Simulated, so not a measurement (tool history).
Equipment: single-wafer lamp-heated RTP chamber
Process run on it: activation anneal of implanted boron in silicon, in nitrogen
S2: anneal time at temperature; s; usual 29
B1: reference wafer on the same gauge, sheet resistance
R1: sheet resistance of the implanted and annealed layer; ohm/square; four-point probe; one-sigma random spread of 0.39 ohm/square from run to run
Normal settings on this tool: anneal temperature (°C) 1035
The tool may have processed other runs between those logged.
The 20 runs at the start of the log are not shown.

At hour 239.7: pyrometer window cleaned and pyrometer calibrated.
Run 21, hour 258.6: usual settings but anneal temperature (°C) 1057, S2 39 s; B1 219.1. Result: R1 257.97 ohm/square.
Run 22, hour 267.5: usual settings; B1 219.01. Result: R1 261.62 ohm/square.
Run 23, hour 275.2: usual settings but anneal temperature (°C) 1065, S2 40 s; B1 219.1. Result: R1 258.49 ohm/square.
Run 24, hour 287.4: usual settings but anneal temperature (°C) 1020, S2 36 s; B1 219.03. Result: R1 261.57 ohm/square.
Run 25, hour 299.3: usual settings; B1 219.1. Result: R1 261.24 ohm/square.
Run 26, hour 310: usual settings but anneal temperature (°C) 1013, S2 40 s; B1 218.88. Result: R1 262.15 ohm/square.
Run 27, hour 322.5: usual settings but anneal temperature (°C) 1062, S2 24 s; B1 219.14. Result: R1 260.74 ohm/square.
Run 28, hour 329.6: usual settings but anneal temperature (°C) 1044, S2 21 s; B1 219.09. Result: R1 262.5 ohm/square.
At hour 330.9: gauge calibrated.
At hour 345.8: reflector plate cleaned.
Run 29, hour 346.3: usual settings; B1 219.01. Result: R1 261.42 ohm/square.
Run 30, hour 351.8: usual settings but anneal temperature (°C) 1024, S2 39 s; B1 219.02. Result: R1 260.96 ohm/square.
Run 31, hour 359.4: usual settings; B1 218.95. Result: R1 261.57 ohm/square.
Run 32, hour 371.2: usual settings; B1 218.95. Result: R1 262.05 ohm/square.
Run 33, hour 379.2: usual settings; B1 218.98. Result: R1 260.94 ohm/square.
Run 34, hour 408.8: usual settings but S2 35 s; B1 219.06. Result: R1 260.87 ohm/square.
Run 35, hour 415.2: usual settings but anneal temperature (°C) 1064, S2 35 s; B1 219.16. Result: R1 258.28 ohm/square.
Run 36, hour 433.2: usual settings but anneal temperature (°C) 1008, S2 37 s; B1 219.06. Result: R1 263.39 ohm/square.
At hour 447.5: pyrometer window cleaned and pyrometer calibrated.
Run 37, hour 448: usual settings but anneal temperature (°C) 1019, S2 21 s; B1 218.91. Result: R1 263.59 ohm/square.
Run 38, hour 452: usual settings but anneal temperature (°C) 1014, S2 38 s; B1 219.04. Result: R1 262.1 ohm/square.

Below are 3 alternative next runs, each starting from the tool's condition after run 38. Predict each:
Run A, hour 452.4: usual settings but S2 45 s; B1 ?. Result: R1 ?.
Run B, hour 452.4: usual settings but anneal temperature (°C) 1006; B1 ?. Result: R1 ?.
Run C, hour 452.4: usual settings but S2 14 s; B1 ?. Result: R1 ?.

run   B1      R1
  A  219   260.6
  B  219  264.99
  C  219  264.09
With no hidden state in the tool, these same runs would have given:
run      R1
  A   260.6
  B  264.99
  C  264.09

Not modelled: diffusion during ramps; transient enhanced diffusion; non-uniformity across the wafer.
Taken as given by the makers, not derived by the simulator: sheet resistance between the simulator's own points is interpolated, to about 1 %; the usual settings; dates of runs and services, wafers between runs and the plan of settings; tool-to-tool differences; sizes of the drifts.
